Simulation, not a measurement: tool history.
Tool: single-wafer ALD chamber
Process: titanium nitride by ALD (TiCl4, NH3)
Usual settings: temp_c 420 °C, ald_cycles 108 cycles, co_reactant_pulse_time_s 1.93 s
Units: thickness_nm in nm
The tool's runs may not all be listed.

run   hour  temp_c  ald_cycles  co_reactant_pulse_time_s  wafers since the last listed run  hours since the last thermocouple change  hours since the showerhead was replaced  hours since the gauge calibration  read-back reference wafer on the same gauge, thickness_nm  thickness_nm
  1    0.0     413         108                      1.93                                 0                                    2722.9                                   2017.5                               88.0                                                      2.574         2.212
  2   70.6     413         108                      1.93                               135                                    2793.5                                   2088.1                              158.6                                                      2.591         2.233
  3   86.3     420         108                      1.64                                30                                    2809.2                                   2103.8                              174.3                                                      2.592         2.226
  4  106.3     420         108                      1.64                                38                                    2829.2                                   2123.8                              194.3                                                      2.594         2.230
  5  139.9     420         108                      2.12                                64                                    2862.8                                   2157.4                              227.9                                                      2.600         2.261
  6  173.7     420         108                      1.93                                64                                    2896.6                                   2191.2                              261.7                                                      2.602         2.252
  7  204.7     420         108                      1.93                                59                                    2927.6                                   2222.2                              292.7                                                      2.606         2.252
  8  220.9     420         108                      2.45                                30                                    2943.8                                   2238.4                              308.9                                                      2.606         2.273
  9  254.4     420         108                      2.45                                64                                    2977.3                                   2271.9                              342.4                                                      2.612         2.276
 10  273.4     420         108                      2.45                                36                                    2996.3                                   2290.9                              361.4                                                      2.612         2.268
 11  303.7     420         108                      1.93                                57                                    3026.6                                   2321.2                              391.7                                                      2.616         2.259
 12  338.4     420         108                      1.93                                66                                    3061.3                                   2355.9                              426.4                                                      2.614         2.258
 13  371.1     420         108                      1.93                                62                                    3094.0                                   2388.6                              459.1                                                      2.617         2.271
 14  397.3     420         108                      1.93                                50                                    3120.2                                   2414.8                              485.3                                                      2.619         2.267
     413.4  -- thermocouple changed; heater temperature recalibrated
 15  430.4     414         108                      2.22                                48                                      17.0                                   2447.9                              518.4                                                      2.616         2.267
 16  455.5     420         122                      1.93                                48                                      42.1                                   2473.0                              543.5                                                      2.622         2.556
 17  473.1     420         108                      1.64                                33                                      59.7                                   2490.6                              561.1                                                      2.621         2.259
 18  508.7     420         108                      1.93                                68                                      95.3                                   2526.2                              596.7                                                      2.622         2.255
 19  539.2     420         108                      1.93                                58                                     125.8                                   2556.7                              627.2                                                      2.623         2.267
     556.7  -- gauge calibrated
 20  560.0     425         108                      1.93                                39                                     146.6                                   2577.5                                3.3                                                      2.530         2.191
     587.9  -- showerhead replaced
 21  588.4     413         129                      1.41                                39                                     175.0                                      0.5                               31.7                                                      2.537         2.580
 22  593.3     420         108                      2.19                                 9                                     179.9                                      5.4                               36.6                                                      2.539         2.197
 23  625.1     415         108                      1.24                                60                                     211.7                                     37.2                               68.4                                                      2.545         2.144
 24  660.1     425         108                      1.93                                66                                     246.7                                     72.2                              103.4                                                      2.554         2.207
 25  687.7     411         108                      2.25                                52                                     274.3                                     99.8                              131.0                                                      2.561         2.210
 26  707.7     414         108                      1.48                                38                                     294.3                                    119.8                              151.0                                                      2.561         2.191
 27  722.5     420          98                      1.93                                28                                     309.1                                    134.6                              165.8                                                      2.566         2.011
 28  741.3     420         108                      1.93                                35                                     327.9                                    153.4                              184.6                                                      2.569         2.214

The same runs without the tool's hidden state, with the same run-to-run variation:
The hidden state here: wafer temperature above the value expected at the setpoint (K); gauge reads high (%).
run  thickness_nm
  1         2.189
  2         2.199
  3         2.190
  4         2.192
  5         2.218
  6         2.206
  7         2.204
  8         2.223
  9         2.224
 10         2.214
 11         2.204
 12         2.202
 13         2.213
 14         2.208
 15         2.207
 16         2.488
 17         2.198
 18         2.193
 19         2.204
 20         2.208
 21         2.592
 22         2.206
 23         2.147
 24         2.203
 25         2.202
 26         2.179
 27         1.999
 28         2.199

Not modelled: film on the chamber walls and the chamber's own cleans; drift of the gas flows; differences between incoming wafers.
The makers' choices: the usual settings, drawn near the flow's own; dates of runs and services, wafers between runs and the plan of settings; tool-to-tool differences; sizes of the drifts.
